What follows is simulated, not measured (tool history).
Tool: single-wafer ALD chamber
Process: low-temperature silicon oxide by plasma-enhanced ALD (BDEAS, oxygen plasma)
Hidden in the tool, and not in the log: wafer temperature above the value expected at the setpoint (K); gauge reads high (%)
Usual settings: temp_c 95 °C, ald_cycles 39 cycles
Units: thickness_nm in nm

run,day,temp_c,ald_cycles,wafers since the last listed run,hours since the last thermocouple change,hours since the gauge calibration,"read-back reference wafer on the same gauge, thickness_nm",thickness_nm
1,0.000,100,34,0,1425.2,84.8,5.794,4.338
2,0.321,100,34,52,1432.9,92.5,5.791,4.357
3,0.833,91,37,84,1445.2,104.8,5.794,4.912
4,1.417,91,37,95,1459.2,118.8,5.783,4.897
5,1.850,91,37,71,1469.6,129.2,5.787,4.924
6,2.579,91,45,119,1487.1,146.7,5.789,5.968
7,3.000,91,45,69,1497.2,156.8,5.790,5.969
# day 3.417: gauge calibrated
8,3.512,91,45,84,1509.5,2.3,5.782,5.970
9,3.942,82,41,70,1519.8,12.6,5.792,5.628
10,4.404,109,46,75,1530.9,23.7,5.796,5.786
11,4.675,107,36,44,1537.4,30.2,5.789,4.546
# day 5.321: thermocouple changed; heater temperature recalibrated
12,5.342,95,39,54,0.5,46.2,5.788,5.095
13,6.000,95,39,108,16.3,62.0,5.794,5.102
14,6.592,84,35,97,30.5,76.2,5.786,4.763
15,6.967,84,42,61,39.5,85.2,5.792,5.756
16,7.292,84,35,53,47.3,93.0,5.798,4.762
17,7.954,87,34,108,63.2,108.9,5.788,4.562

Forecast each of these 4 alternatives for the next run:
A,7.975,95,34,3,63.7,109.4,?,?
B,7.975,87,36,3,63.7,109.4,?,?
C,7.975,101,42,3,63.7,109.4,?,?
D,7.975,86,42,3,63.7,109.4,?,?

run,"read-back reference wafer on the same gauge, thickness_nm",thickness_nm
A,5.790,4.453
B,5.790,4.867
C,5.790,5.385
D,5.790,5.701
Without the tool's hidden state the same runs would have given:
run,thickness_nm
A,4.453
B,4.867
C,5.385
D,5.701

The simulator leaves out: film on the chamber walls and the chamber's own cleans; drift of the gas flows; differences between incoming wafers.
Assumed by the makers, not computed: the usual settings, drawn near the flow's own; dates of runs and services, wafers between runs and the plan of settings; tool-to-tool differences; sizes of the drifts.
